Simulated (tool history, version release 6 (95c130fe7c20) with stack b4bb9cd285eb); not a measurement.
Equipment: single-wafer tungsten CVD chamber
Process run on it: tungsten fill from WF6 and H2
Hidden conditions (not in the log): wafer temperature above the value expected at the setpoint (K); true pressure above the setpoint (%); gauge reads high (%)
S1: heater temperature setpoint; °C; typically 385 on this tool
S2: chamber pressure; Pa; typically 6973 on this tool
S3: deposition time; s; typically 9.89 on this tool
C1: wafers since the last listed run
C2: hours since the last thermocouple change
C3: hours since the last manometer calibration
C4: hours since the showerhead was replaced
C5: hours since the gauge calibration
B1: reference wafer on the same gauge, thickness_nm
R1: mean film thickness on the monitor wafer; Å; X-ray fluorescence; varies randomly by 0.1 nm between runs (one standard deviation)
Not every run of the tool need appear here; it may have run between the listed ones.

run   hour   S1    S2     S3    C1      C2      C3      C4      C5      B1      R1
  1    0.0  385  6973   9.89     0  2294.7  2348.7  4781.4   662.7  30.705  268.59
  2   71.4  385  6973   9.89  1285  2366.1  2420.1  4852.8   734.1  30.701  269.97
  3  159.2  385  6973   9.89  1580  2453.9  2507.9  4940.6   821.9  30.671  268.80
  4  207.4  385  7333   9.89   867  2502.1  2556.1  4988.8   870.1  30.708  273.06
  5  266.6  385  7333   9.89  1065  2561.3  2615.3  5048.0   929.3  30.706  273.28
  6  354.5  394  6973   8.42  1582  2649.2  2703.2  5135.9  1017.2  30.697  279.01
     366.6  -- thermocouple changed; heater temperature recalibrated
     392.2  -- gauge calibrated
  7  392.9  394  6973   8.42   547    26.3  2741.6  5174.3     0.7  30.703  277.80
  8  479.5  385  6973   9.89  1559   112.9  2828.2  5260.9    87.3  30.694  270.48
  9  573.2  379  6973  10.85  1686   206.6  2921.9  5354.6   181.0  30.701  259.03
 10  624.4  394  6973   8.42   921   257.8  2973.1  5405.8   232.2  30.708  278.90
 11  722.6  378  5986  10.63  1767   356.0  3071.3  5504.0   330.4  30.732  235.56
     786.0  -- capacitance manometer re-zeroed and calibrated
 12  816.8  385  7333   9.89  1551   450.2    30.8  5598.2   424.6  30.703  273.32

What does the tool deliver on the next run?
     840.4  -- showerhead replaced
 13  864.8  375  7666  10.43  720  498.2  78.8  24.4  472.6   ?   ?

{"run 13": {"B1": 30.725, "R1": 230.9}}
The same run, on a tool lacking any hidden state, would have yielded R1 230.90 Å.
